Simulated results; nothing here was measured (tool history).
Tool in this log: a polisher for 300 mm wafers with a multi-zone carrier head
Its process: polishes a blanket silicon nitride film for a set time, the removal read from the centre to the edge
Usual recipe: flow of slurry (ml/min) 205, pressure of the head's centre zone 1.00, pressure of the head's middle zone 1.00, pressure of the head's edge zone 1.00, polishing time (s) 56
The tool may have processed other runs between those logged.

run	day	flow of slurry (ml/min)	pressure of the head's centre zone	pressure of the head's middle zone	pressure of the head's edge zone	polishing time (s)	wafers since the last listed run	wafers polished on this pad	hours since the slurry nozzle was cleaned	hours since the centre zone pressure was calibrated	hours since the edge zone pressure was calibrated	hours since the carrier head's membrane was replaced	incoming thickness of the incoming film, nm	film removed at the wafer's centre (nm)	film removed at mid-radius (nm)	film removed at the wafer's edge (nm)
1	0.000	205	1.00	1.06	1.00	56	0	284	583.0	31.0	921.7	726.1	655.2	166.0	173.4	167.2
2	0.325	205	1.00	1.06	1.00	56	70	354	590.8	38.8	929.5	733.9	648.4	160.0	172.8	166.7
3	0.796	205	1.00	1.06	1.00	56	102	457	602.1	50.1	940.8	745.2	657.4	160.1	173.5	165.8
4	1.521	205	1.00	1.00	1.00	56	157	614	619.5	67.5	958.2	762.6	644.2	157.6	163.6	170.4
5	1.958	205	1.00	1.00	1.00	56	95	709	630.0	78.0	968.7	773.1	661.6	158.1	164.6	167.6
6	2.383	270	1.05	1.00	1.05	66	92	801	640.2	88.2	978.9	783.3	647.4	203.7	201.8	203.9
# day 3.500: worn pad replaced by a new one
7	4.250	205	1.03	1.00	0.94	62	369	162	685.0	133.0	1023.7	828.1	645.5	183.3	179.7	181.5
8	4.925	205	1.00	1.00	1.00	56	146	309	701.2	149.2	1039.9	844.3	651.2	159.2	162.8	168.1
9	6.792	205	0.96	0.94	0.90	73	405	714	746.0	194.0	1084.7	889.1	648.6	192.1	201.8	207.1
# day 7.404: edge zone pressure recalibrated
# day 7.558: carrier head's membrane replaced by a new one
10	7.579	205	1.00	0.90	1.00	56	119	834	764.9	212.9	4.2	0.5	660.5	158.1	147.9	167.2
# day 9.575: worn pad replaced by a new one
11	9.596	155	1.00	1.00	0.96	56	401	4	813.3	261.3	52.6	48.9	650.3	142.7	151.8	157.8
12	9.808	205	1.00	1.00	1.00	56	46	51	818.4	266.4	57.7	54.0	656.9	151.4	160.6	163.4
# day 10.062: slurry nozzle cleaned
13	10.488	205	0.94	0.96	0.93	56	138	189	10.2	282.7	74.0	70.3	647.5	160.5	168.4	168.0
14	11.179	205	1.00	1.00	1.00	56	150	339	26.8	299.3	90.6	86.9	651.0	169.2	174.7	171.2
15	11.533	205	0.91	1.00	1.00	56	76	416	35.3	307.8	99.1	95.4	648.8	157.0	174.2	171.4
16	12.079	205	1.08	1.11	1.00	56	118	535	48.4	320.9	112.2	108.5	653.4	178.1	189.3	175.6
17	12.500	205	1.00	1.00	1.00	56	91	626	58.5	331.0	122.3	118.6	650.6	171.2	174.4	172.9
18	12.917	270	1.00	1.00	0.92	38	90	717	68.5	341.0	132.3	128.6	663.0	117.6	121.5	118.5
# day 13.262: centre zone pressure recalibrated
19	13.579	225	1.00	0.88	0.95	56	125	842	84.4	7.6	148.2	144.5	659.8	168.4	157.6	170.8
20	13.975	205	1.07	1.00	1.10	56	85	928	93.9	17.1	157.7	154.0	658.0	181.4	176.9	181.4
# day 14.371: worn pad replaced by a new one
21	14.392	205	1.00	1.00	1.00	45	54	4	103.9	27.1	167.7	164.0	644.6	135.2	139.0	140.1
22	14.758	205	1.04	1.05	1.00	48	79	84	112.7	35.9	176.5	172.8	650.3	151.3	153.6	149.5
23	15.012	205	1.00	1.07	1.00	40	55	139	118.8	42.0	182.6	178.9	639.6	121.6	129.8	121.7

Across each entry between runs, compare the hidden state at the last listed run before it with the hidden state at the first listed run after it:
Between runs 6 and 7: worn pad replaced by a new one (day 3.500)
  slurry flow missing at the pad, %: 43 -> 45.3
  measured less the result without the state, film removed at the wafer's centre (nm): -12.1 -> -14.7; film removed at mid-radius (nm): -10.8 -> -12.8; film removed at the wafer's edge (nm): -8.0 -> -9.3
Between runs 9 and 10: edge zone pressure recalibrated (day 7.404); carrier head's membrane replaced by a new one (day 7.558)
  slurry flow missing at the pad, %: 48.5 -> 49.4
  measured less the result without the state, film removed at the wafer's centre (nm): -17.2 -> -14.5; film removed at mid-radius (nm): -16.0 -> -12.0; film removed at the wafer's edge (nm): -11.7 -> -9.8
Between runs 10 and 11: worn pad replaced by a new one (day 9.575)
  slurry flow missing at the pad, %: 49.4 -> 51.9
  measured less the result without the state, film removed at the wafer's centre (nm): -14.5 -> -17.6; film removed at mid-radius (nm): -12.0 -> -16.4; film removed at the wafer's edge (nm): -9.8 -> -11.8
Between runs 12 and 13: slurry nozzle cleaned (day 10.062)
  slurry flow missing at the pad, %: 52.2 -> 4.56
  measured less the result without the state, film removed at the wafer's centre (nm): -15.3 -> -0.9; film removed at mid-radius (nm): -14.4 -> -0.8; film removed at the wafer's edge (nm): -10.4 -> -0.6
Between runs 18 and 19: centre zone pressure recalibrated (day 13.262)
  slurry flow missing at the pad, %: 7.59 -> 8.42
  measured less the result without the state, film removed at the wafer's centre (nm): -0.9 -> -1.7; film removed at mid-radius (nm): -0.8 -> -1.3; film removed at the wafer's edge (nm): -0.6 -> -1.1
Between runs 20 and 21: worn pad replaced by a new one (day 14.371)
  slurry flow missing at the pad, %: 8.91 -> 9.43
  measured less the result without the state, film removed at the wafer's centre (nm): -2.0 -> -1.6; film removed at mid-radius (nm): -1.8 -> -1.4; film removed at the wafer's edge (nm): -1.3 -> -1.1
